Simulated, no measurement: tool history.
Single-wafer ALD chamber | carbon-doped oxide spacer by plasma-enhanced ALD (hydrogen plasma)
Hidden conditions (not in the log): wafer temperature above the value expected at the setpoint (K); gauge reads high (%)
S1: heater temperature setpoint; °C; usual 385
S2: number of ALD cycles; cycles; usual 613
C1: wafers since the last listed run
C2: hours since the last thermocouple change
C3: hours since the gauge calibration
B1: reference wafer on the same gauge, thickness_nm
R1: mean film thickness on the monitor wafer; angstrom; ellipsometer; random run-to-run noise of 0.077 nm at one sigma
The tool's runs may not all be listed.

run,day,S1,S2,C1,C2,C3,B1,R1
1,0.000,385,613,0,855.2,845.4,32.817,308.71
2,1.083,385,683,16,881.2,871.4,32.788,343.58
3,3.608,391,613,39,941.8,932.0,32.806,307.10
4,4.867,391,613,19,972.0,962.2,32.812,309.55
5,7.288,385,580,37,1030.1,1020.3,32.800,292.15
6,9.625,385,580,36,1086.2,1076.4,32.794,292.09
7,11.000,385,580,21,1119.2,1109.4,32.779,291.81
8,12.017,385,575,15,1143.6,1133.8,32.799,288.88
9,13.600,385,575,24,1181.6,1171.8,32.805,289.09
10,14.717,385,575,17,1208.4,1198.6,32.801,288.83
11,17.450,385,613,42,1274.0,1264.2,32.790,307.33
12,18.971,385,613,23,1310.5,1300.7,32.791,309.08
13,21.946,385,613,46,1381.9,1372.1,32.810,308.09
14,25.150,385,613,50,1458.8,1449.0,32.771,307.75
15,26.325,385,613,18,1487.0,1477.2,32.799,308.61
16,29.133,385,613,43,1554.4,1544.6,32.778,308.49
17,30.721,385,613,24,1592.5,1582.7,32.796,307.87
18,32.804,394,645,32,1642.5,1632.7,32.806,324.11
19,35.404,385,613,40,1704.9,1695.1,32.806,308.08
20,36.908,374,508,23,1741.0,1731.2,32.773,255.85
# day 38.779: gauge calibrated
21,38.800,385,613,29,1786.4,0.5,32.810,309.17
22,40.558,393,579,27,1828.6,42.7,32.808,290.79
23,43.308,391,705,42,1894.6,108.7,32.779,355.26
# day 44.025: thermocouple changed; heater temperature recalibrated
24,45.550,395,680,29,36.6,162.5,32.808,342.58
25,47.088,392,540,24,73.5,199.4,32.815,271.02
26,50.083,385,613,46,145.4,271.3,32.802,308.12
27,52.400,385,613,36,201.0,326.9,32.803,309.05
28,54.000,390,723,24,239.4,365.3,32.832,363.45
29,55.529,372,578,23,276.1,402.0,32.815,291.28
30,57.233,385,516,26,317.0,442.9,32.785,259.35
31,58.608,385,613,21,350.0,475.9,32.789,309.05
32,60.262,385,528,25,389.7,515.6,32.809,265.53
33,61.379,372,577,17,416.5,542.4,32.814,289.94
34,63.492,385,613,32,467.2,593.1,32.800,309.00
35,65.962,381,578,38,526.5,652.4,32.801,291.15
36,68.146,375,550,34,578.9,704.8,32.791,275.67

For each entry between runs, how does the tool's hidden state at the last listed run before it compare with that at the first listed run after it?
Run 20 -> run 21: gauge calibrated (day 38.779)
  the hidden state is the same at both runs
Run 23 -> run 24: thermocouple changed; heater temperature recalibrated (day 44.025)
  the hidden state is the same at both runs
